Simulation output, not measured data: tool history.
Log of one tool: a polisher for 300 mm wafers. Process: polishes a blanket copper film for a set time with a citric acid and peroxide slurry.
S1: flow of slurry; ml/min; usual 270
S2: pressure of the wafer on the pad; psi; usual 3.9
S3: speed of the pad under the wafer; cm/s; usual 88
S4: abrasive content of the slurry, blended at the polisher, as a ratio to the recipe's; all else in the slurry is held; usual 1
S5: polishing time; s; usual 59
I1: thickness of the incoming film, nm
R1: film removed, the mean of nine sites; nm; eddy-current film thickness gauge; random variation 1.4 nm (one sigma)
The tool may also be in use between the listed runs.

run,hour,S1,S2,S3,S4,S5,I1,R1
1,0,270,3.9,72,1,59,658.7,127.1
2,30.4,270,3.9,72,1,59,672.4,126.9
3,44,270,3.9,72,1,59,665.7,129.3
4,72,270,3.9,88,1.15,59,671.6,157.9
# hour 77.1: worn pad replaced by a new one
5,99,270,3.9,88,1.15,59,679,160
6,125.8,270,3.9,88,1.15,59,676.8,160.4
7,149.7,270,3.9,88,1,59,670.8,155.8
8,164.5,270,3.9,88,1,59,679.8,157.9
9,192.7,270,3.9,88,1,59,678.4,157.8
10,222.5,270,3.9,88,1,59,680.5,157.4
# hour 271.8: worn pad replaced by a new one
# hour 278.7: slurry blender recalibrated
11,312.6,270,3.4,72,1,59,673.4,113.9
12,324.8,270,3.2,112,1,79,663.7,220.3
13,346.9,270,4.5,88,1,59,682.7,182.9
14,368.6,270,3.9,88,1,59,663,159.1
# hour 374.9: head pressure recalibrated
15,394.7,270,3.9,88,1,59,675.3,160.6
# hour 407.9: slurry nozzle cleaned
16,426.2,270,3.9,88,1,59,674.7,162.4
17,441.3,365,5.1,64,0.9,59,677.1,155.8
18,462,325,3.9,88,1,59,666.9,165.3
19,479.3,270,3.9,98,1,59,668.5,185.5
# hour 492.4: worn pad replaced by a new one
20,500.5,270,3.9,88,1,59,678.3,164.5
# hour 502.8: head pressure recalibrated, repeated, since the last time left the tool worse
21,516,360,3.9,118,1.2,59,670.9,215
22,546.2,330,3.9,88,1,59,680.3,149.1
23,581.7,230,2.8,88,1,66,668,118.1
24,606,270,5.1,88,0.8,59,674.7,185.4
25,640,270,3.9,110,0.85,59,672,175.8
26,653.5,200,3.9,70,0.75,47,666.3,87.2
27,668.3,270,3.4,88,0.75,66,670.4,134.2
28,688.5,185,3.9,108,0.7,79,673.5,214.5
# hour 702.3: worn pad replaced by a new one
29,716,355,3.9,88,0.75,52,680.5,127.4
30,728.2,185,3.9,88,1,59,677.1,147
31,744.8,270,3.9,88,1,59,671.6,152.9

3 ways to go on from here, each from the tool as it stands after run 31. What would each give?
A,745.2,270,3.9,78,1,59,665.1,?
B,745.2,270,3.9,88,0.8,41,665.1,?
C,745.2,270,4.6,88,1.3,59,665.1,?

run,R1
A,134.8
B,98.7
C,192
Without the tool's hidden state the same runs would have given:
run,R1
A,132
B,96.7
C,188.1
